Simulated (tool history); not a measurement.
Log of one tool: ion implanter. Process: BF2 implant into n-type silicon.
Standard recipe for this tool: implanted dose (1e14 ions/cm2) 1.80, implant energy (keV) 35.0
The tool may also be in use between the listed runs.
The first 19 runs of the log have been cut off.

run,hour,implanted dose (1e14 ions/cm2),implant energy (keV),"read-back reference wafer on the same gauge, sheet resistance",sheet resistance of the implanted and annealed layer (ohm/square)
20,808.4,1.48,28.0,465.05,690.90
21,974.9,1.54,43.0,465.07,636.21
22,1003.2,1.38,30.0,464.99,727.37
# hour 1052.1: extraction supply calibrated
23,1071.8,1.38,30.0,464.98,725.68
24,1139.4,1.80,46.5,465.02,555.94
25,1176.5,1.41,35.0,465.08,703.42
26,1238.7,1.65,38.5,465.09,610.01
# hour 1250.3: Faraday cup replaced and dose calibrated
27,1299.9,2.02,28.5,465.04,533.46
28,1337.3,1.80,39.0,465.02,564.44
29,1381.0,1.52,35.0,465.00,655.65
30,1405.6,1.64,28.5,464.93,633.16
31,1453.8,1.55,47.0,464.97,623.35
32,1481.7,2.08,24.5,464.99,531.05
33,1506.0,1.56,41.0,465.10,628.78
34,1533.7,2.20,28.5,465.01,497.41
35,1579.5,1.80,35.0,465.08,574.18
36,1647.0,1.80,35.0,464.97,573.34
37,1706.8,1.80,35.0,465.01,575.22

4 options for the next run, each taken on its own from the tool as it stands now. Forecast them:
A,1707.2,1.80,35.0,?,?
B,1707.2,1.27,35.0,?,?
C,1707.2,1.55,39.0,?,?
D,1707.2,1.37,35.0,?,?

run,"read-back reference wafer on the same gauge, sheet resistance",sheet resistance of the implanted and annealed layer (ohm/square)
A,464.83,574.06
B,464.83,761.86
C,464.83,639.44
D,464.83,716.57
With the hidden condition removed and each run's random variation left untouched, the same runs would have given:
run,sheet resistance of the implanted and annealed layer (ohm/square)
A,569.26
B,755.57
C,634.15
D,710.64
